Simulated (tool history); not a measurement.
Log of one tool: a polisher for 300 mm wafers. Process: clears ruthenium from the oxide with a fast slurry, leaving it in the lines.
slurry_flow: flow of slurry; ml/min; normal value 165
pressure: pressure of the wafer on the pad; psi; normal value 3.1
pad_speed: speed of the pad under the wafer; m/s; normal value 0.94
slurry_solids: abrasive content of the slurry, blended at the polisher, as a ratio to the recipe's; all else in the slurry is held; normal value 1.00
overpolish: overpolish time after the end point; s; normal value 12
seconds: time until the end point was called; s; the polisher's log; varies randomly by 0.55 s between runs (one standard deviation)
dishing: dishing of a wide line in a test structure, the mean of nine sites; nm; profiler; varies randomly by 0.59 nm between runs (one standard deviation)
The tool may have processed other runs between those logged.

| run | hour | slurry_flow | pressure | pad_speed | slurry_solids | overpolish | incoming thickness of the incoming film, nm | seconds | dishing |
|---|---|---|---|---|---|---|---|---|---|
| 1 | 0.0 | 185 | 3.1 | 0.94 | 1.00 | 12 | 139.7 | 32.3 | 44.8 |
|  | 153.1 | slurry nozzle cleaned |
| 2 | 154.0 | 185 | 3.1 | 0.94 | 1.00 | 12 | 140.7 | 36.7 | 42.5 |
| 3 | 219.8 | 165 | 3.1 | 0.94 | 1.00 | 12 | 140.2 | 36.4 | 40.6 |
|  | 245.4 | slurry blender recalibrated |
| 4 | 292.3 | 165 | 3.1 | 0.94 | 1.00 | 12 | 140.2 | 37.7 | 40.6 |
|  | 356.6 | head pressure recalibrated |
| 5 | 360.7 | 165 | 3.1 | 0.94 | 1.00 | 12 | 141.9 | 38.9 | 40.1 |
|  | 371.3 | worn pad replaced by a new one |
| 6 | 443.9 | 165 | 3.6 | 0.94 | 1.00 | 12 | 142.1 | 29.5 | 49.2 |
| 7 | 543.6 | 165 | 3.1 | 0.94 | 1.00 | 12 | 138.7 | 34.9 | 42.0 |
| 8 | 631.7 | 165 | 3.1 | 0.94 | 1.00 | 12 | 139.6 | 37.2 | 40.7 |
|  | 680.8 | slurry blender recalibrated |
| 9 | 715.9 | 165 | 3.1 | 0.94 | 1.00 | 12 | 140.4 | 36.5 | 40.1 |
|  | 747.7 | worn pad replaced by a new one |
| 10 | 811.5 | 165 | 3.1 | 0.94 | 1.00 | 12 | 141.0 | 35.2 | 43.5 |
| 11 | 906.9 | 165 | 3.1 | 0.94 | 1.00 | 12 | 138.2 | 35.2 | 42.0 |
|  | 955.0 | slurry nozzle cleaned |
| 12 | 979.1 | 165 | 3.1 | 0.94 | 1.00 | 12 | 140.1 | 36.6 | 42.7 |
| 13 | 1025.1 | 165 | 3.1 | 1.26 | 1.00 | 12 | 139.4 | 27.8 | 52.3 |
|  | 1069.1 | slurry blender recalibrated |
|  | 1076.8 | worn pad replaced by a new one, of another model than before |
|  | 1122.2 | head pressure recalibrated |
| 14 | 1122.7 | 165 | 3.1 | 0.62 | 1.00 | 12 | 138.8 | 40.4 | 37.8 |
| 15 | 1214.1 | 165 | 2.3 | 0.78 | 1.25 | 19 | 139.7 | 42.6 | 55.4 |
| 16 | 1320.4 | 165 | 3.7 | 0.66 | 0.85 | 12 | 139.6 | 42.1 | 37.5 |
| 17 | 1403.6 | 195 | 3.1 | 1.04 | 1.00 | 12 | 141.1 | 33.6 | 44.1 |
|  | 1447.9 | worn pad replaced by a new one |
|  | 1478.1 | slurry blender recalibrated |
| 18 | 1536.0 | 165 | 4.0 | 0.84 | 1.00 | 12 | 140.7 | 32.4 | 46.1 |
| 19 | 1620.9 | 165 | 3.1 | 0.94 | 1.00 | 12 | 139.5 | 36.0 | 41.2 |
| 20 | 1657.0 | 165 | 2.6 | 0.94 | 1.25 | 10 | 138.0 | 35.7 | 34.9 |
| 21 | 1707.0 | 165 | 3.1 | 0.94 | 1.00 | 12 | 139.9 | 35.5 | 41.0 |
|  | 1721.5 | slurry nozzle cleaned |
|  | 1789.0 | worn pad replaced by a new one |
| 22 | 1789.5 | 165 | 3.1 | 0.94 | 1.00 | 12 | 139.3 | 32.9 | 44.3 |
|  | 1825.2 | slurry blender recalibrated |
| 23 | 1847.9 | 110 | 2.6 | 1.20 | 1.25 | 12 | 138.5 | 31.3 | 46.4 |
| 24 | 1898.0 | 165 | 2.5 | 0.94 | 0.75 | 12 | 142.5 | 46.9 | 33.1 |

5 options for the next run, each taken on its own from the tool as it stands now. Forecast them:
| A | 1898.4 | 165 | 3.1 | 0.94 | 1.00 | 12 | 141.7 | ? | ? |
| B | 1898.4 | 165 | 3.1 | 1.12 | 0.90 | 12 | 141.7 | ? | ? |
| C | 1898.4 | 165 | 2.1 | 0.94 | 1.25 | 15 | 141.7 | ? | ? |
| D | 1898.4 | 225 | 3.1 | 0.94 | 1.00 | 12 | 141.7 | ? | ? |
| E | 1898.4 | 165 | 2.3 | 0.94 | 1.00 | 18 | 141.7 | ? | ? |

| run | seconds | dishing |
|---|---|---|
| A | 35.7 | 42.2 |
| B | 34.0 | 44.1 |
| C | 40.2 | 46.3 |
| D | 34.6 | 43.4 |
| E | 42.0 | 52.4 |
Stripped of hidden state, with their random variation kept, the same runs would have yielded:
| run | seconds | dishing |
|---|---|---|
| A | 33.6 | 44.5 |
| B | 32.0 | 46.6 |
| C | 37.9 | 48.8 |
| D | 32.6 | 45.8 |
| E | 39.6 | 55.2 |
